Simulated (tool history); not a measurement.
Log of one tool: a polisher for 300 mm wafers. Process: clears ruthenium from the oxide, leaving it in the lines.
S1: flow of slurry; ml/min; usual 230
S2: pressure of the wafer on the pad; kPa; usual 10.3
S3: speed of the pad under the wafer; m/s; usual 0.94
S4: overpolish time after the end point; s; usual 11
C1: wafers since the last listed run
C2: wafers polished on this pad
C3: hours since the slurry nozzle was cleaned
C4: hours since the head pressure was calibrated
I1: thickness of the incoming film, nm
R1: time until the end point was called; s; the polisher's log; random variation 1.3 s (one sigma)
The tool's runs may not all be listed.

run 1 hour=0 | S1=230 S2=10.3 S3=0.94 S4=11 | C1=0 C2=555 C3=264.8 C4=187.2 | I1=65.3 | R1=95.4
run 2 hour=42.5 | S1=230 S2=10.3 S3=0.94 S4=11 | C1=410 C2=966 C3=307.3 C4=229.7 | I1=64.5 | R1=93.1
run 3 hour=90.7 | S1=165 S2=10.3 S3=0.94 S4=11 | C1=465 C2=1432 C3=355.5 C4=277.9 | I1=65.7 | R1=100.2
run 4 hour=128.4 | S1=230 S2=10.3 S3=0.94 S4=11 | C1=364 C2=1796 C3=393.2 C4=315.6 | I1=65.7 | R1=93.8
-- hour=143.8 worn pad replaced by a new one
run 5 hour=162.6 | S1=230 S2=10.3 S3=0.94 S4=11 | C1=291 C2=182 C3=427.4 C4=349.8 | I1=64.8 | R1=91.9
run 6 hour=209.9 | S1=230 S2=10.3 S3=0.94 S4=11 | C1=457 C2=639 C3=474.7 C4=397.1 | I1=66.4 | R1=91.9
run 7 hour=267.8 | S1=230 S2=10.3 S3=0.94 S4=11 | C1=559 C2=1199 C3=532.6 C4=455 | I1=65.1 | R1=91.3
run 8 hour=311.5 | S1=230 S2=10.3 S3=0.82 S4=11 | C1=422 C2=1621 C3=576.3 C4=498.7 | I1=64.3 | R1=104.5
-- hour=334.5 worn pad replaced by a new one
run 9 hour=370.4 | S1=230 S2=10.3 S3=0.82 S4=11 | C1=530 C2=347 C3=635.2 C4=557.6 | I1=63.9 | R1=101.9
run 10 hour=398.7 | S1=230 S2=10.3 S3=0.82 S4=11 | C1=273 C2=620 C3=663.5 C4=585.9 | I1=64.9 | R1=105.9
-- hour=403.7 head pressure recalibrated
run 11 hour=455 | S1=230 S2=8.3 S3=0.94 S4=11 | C1=524 C2=1145 C3=719.8 C4=51.3 | I1=65.3 | R1=118.5
-- hour=459.6 slurry nozzle cleaned
run 12 hour=480.6 | S1=280 S2=11 S3=0.94 S4=11 | C1=237 C2=1383 C3=21 C4=76.9 | I1=65.3 | R1=88.7
-- hour=498 worn pad replaced by a new one
run 13 hour=545.6 | S1=230 S2=10.3 S3=0.94 S4=11 | C1=589 C2=460 C3=86 C4=141.9 | I1=64.7 | R1=95.6
run 14 hour=586.2 | S1=230 S2=10.3 S3=0.82 S4=11 | C1=392 C2=852 C3=126.6 C4=182.5 | I1=65.7 | R1=108.5
run 15 hour=628.7 | S1=255 S2=12.4 S3=0.84 S4=13 | C1=410 C2=1263 C3=169.1 C4=225 | I1=64 | R1=89.3
run 16 hour=688.2 | S1=230 S2=10.3 S3=0.94 S4=11 | C1=575 C2=1838 C3=228.6 C4=284.5 | I1=64.4 | R1=93.4
-- hour=692.4 worn pad replaced by a new one
run 17 hour=758.4 | S1=230 S2=10.3 S3=0.94 S4=11 | C1=639 C2=638 C3=298.8 C4=354.7 | I1=65.6 | R1=93.7
run 18 hour=788.4 | S1=210 S2=13.1 S3=0.72 S4=7 | C1=290 C2=928 C3=328.8 C4=384.7 | I1=65.3 | R1=101.4
run 19 hour=847.8 | S1=210 S2=11.7 S3=0.94 S4=9 | C1=574 C2=1502 C3=388.2 C4=444.1 | I1=64.9 | R1=84.6
-- hour=877.3 head pressure recalibrated
run 20 hour=892.1 | S1=230 S2=10.3 S3=0.94 S4=17 | C1=408 C2=1911 C3=432.5 C4=14.8 | I1=64.6 | R1=95.5
-- hour=902.9 worn pad replaced by a new one
run 21 hour=954 | S1=290 S2=11.7 S3=0.66 S4=16 | C1=559 C2=494 C3=494.4 C4=76.7 | I1=64.5 | R1=116.2

5 ways to go on from here, each from the tool as it stands after run 21. What would each give?
run A hour=954.5 | S1=230 S2=10.3 S3=0.94 S4=11 | C1=4 C2=499 C3=494.9 C4=77.2 | I1=63.9 | R1=?
run B hour=954.5 | S1=300 S2=10.3 S3=0.94 S4=17 | C1=4 C2=499 C3=494.9 C4=77.2 | I1=63.9 | R1=?
run C hour=954.5 | S1=200 S2=10.3 S3=1.14 S4=11 | C1=4 C2=499 C3=494.9 C4=77.2 | I1=63.9 | R1=?
run D hour=954.5 | S1=230 S2=10.3 S3=1.1 S4=11 | C1=4 C2=499 C3=494.9 C4=77.2 | I1=63.9 | R1=?
run E hour=954.5 | S1=160 S2=8.3 S3=0.94 S4=8 | C1=4 C2=499 C3=494.9 C4=77.2 | I1=63.9 | R1=?

run=A R1=92.5
run=B R1=89.8
run=C R1=77.7
run=D R1=79
run=E R1=117
Without the tool's hidden state the same runs would have given:
run=A R1=94.9
run=B R1=92.1
run=C R1=79.7
run=D R1=81.1
run=E R1=120.1
